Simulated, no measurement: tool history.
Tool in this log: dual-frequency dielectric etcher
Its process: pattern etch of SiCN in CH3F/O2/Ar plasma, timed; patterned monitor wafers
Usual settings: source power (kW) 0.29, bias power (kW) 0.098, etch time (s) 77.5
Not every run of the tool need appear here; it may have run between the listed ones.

| run | hour | source power (kW) | bias power (kW) | etch time (s) | read-back reference wafer on the same gauge, depth_nm | mean etch depth across the wafer (nm) |
|---|---|---|---|---|---|---|
| 1 | 0 | 0.29 | 0.116 | 77.5 | 24.51 | 31.23 |
|  | 31.4 | bias power generator calibrated |
| 2 | 39.5 | 0.29 | 0.116 | 77.5 | 24.51 | 30.76 |
| 3 | 95.4 | 0.29 | 0.098 | 77.5 | 24.51 | 29.36 |
| 4 | 158.9 | 0.29 | 0.098 | 77.5 | 24.51 | 29.53 |
| 5 | 232 | 0.29 | 0.098 | 77.5 | 24.5 | 29.7 |
|  | 262.2 | gauge calibrated |
|  | 308 | wet clean of the chamber |
| 6 | 308.5 | 0.29 | 0.098 | 77.5 | 24.52 | 28.96 |
| 7 | 331.8 | 0.29 | 0.098 | 77.5 | 24.5 | 28.9 |
| 8 | 382.1 | 0.29 | 0.098 | 77.5 | 24.49 | 29.13 |
| 9 | 437.8 | 0.24 | 0.075 | 56.5 | 24.51 | 18.25 |
| 10 | 482.1 | 0.22 | 0.107 | 94.5 | 24.51 | 32.96 |
| 11 | 544.4 | 0.34 | 0.098 | 77.5 | 24.5 | 31.31 |
|  | 610.1 | upper electrode replaced |
| 12 | 651.4 | 0.29 | 0.113 | 94 | 24.51 | 37.64 |
| 13 | 720.4 | 0.32 | 0.098 | 77.5 | 24.51 | 30.83 |
| 14 | 805.8 | 0.29 | 0.098 | 84 | 24.51 | 32.49 |
|  | 845.8 | wet clean of the chamber |
| 15 | 847.1 | 0.29 | 0.098 | 77.5 | 24.5 | 28.85 |
| 16 | 902.7 | 0.29 | 0.098 | 98.5 | 24.49 | 36.95 |
| 17 | 947.2 | 0.29 | 0.092 | 77.5 | 24.51 | 28.59 |
| 18 | 1004.4 | 0.29 | 0.11 | 77.5 | 24.49 | 30.43 |
|  | 1021.8 | source power generator calibrated |
| 19 | 1041.6 | 0.35 | 0.081 | 77.5 | 24.51 | 29.9 |
| 20 | 1087.9 | 0.29 | 0.098 | 77.5 | 24.49 | 29.5 |
| 21 | 1185.1 | 0.33 | 0.098 | 86.5 | 24.49 | 34.76 |
| 22 | 1259.6 | 0.27 | 0.078 | 60.5 | 24.51 | 21.08 |
| 23 | 1375.8 | 0.29 | 0.098 | 77.5 | 24.48 | 30.14 |
|  | 1443.2 | wet clean of the chamber |
| 24 | 1443.7 | 0.32 | 0.08 | 67.5 | 24.53 | 24.67 |
| 25 | 1535.7 | 0.34 | 0.079 | 77.5 | 24.49 | 28.99 |
| 26 | 1589.1 | 0.32 | 0.088 | 77.5 | 24.48 | 29.34 |
| 27 | 1689.5 | 0.29 | 0.098 | 77.5 | 24.51 | 29.34 |
| 28 | 1774.8 | 0.29 | 0.119 | 77.5 | 24.5 | 31.31 |
| 29 | 1838 | 0.29 | 0.118 | 96 | 24.5 | 39.18 |

Each row is a separate what-if for the run after 29, all from the same tool condition, not one after another. Results?
| A | 1838.4 | 0.29 | 0.098 | 77.5 | ? | ? |
| B | 1838.4 | 0.29 | 0.082 | 77.5 | ? | ? |
| C | 1838.4 | 0.29 | 0.12 | 99.5 | ? | ? |
| D | 1838.4 | 0.24 | 0.115 | 77.5 | ? | ? |
| E | 1838.4 | 0.34 | 0.087 | 63.5 | ? | ? |

| run | read-back reference wafer on the same gauge, depth_nm | mean etch depth across the wafer (nm) |
|---|---|---|
| A | 24.5 | 29.81 |
| B | 24.5 | 28.25 |
| C | 24.5 | 40.83 |
| D | 24.5 | 29.13 |
| E | 24.5 | 25.07 |
With no hidden state in the tool, these same runs would have given:
| run | mean etch depth across the wafer (nm) |
|---|---|
| A | 28.86 |
| B | 27.36 |
| C | 39.52 |
| D | 28.2 |
| E | 24.28 |

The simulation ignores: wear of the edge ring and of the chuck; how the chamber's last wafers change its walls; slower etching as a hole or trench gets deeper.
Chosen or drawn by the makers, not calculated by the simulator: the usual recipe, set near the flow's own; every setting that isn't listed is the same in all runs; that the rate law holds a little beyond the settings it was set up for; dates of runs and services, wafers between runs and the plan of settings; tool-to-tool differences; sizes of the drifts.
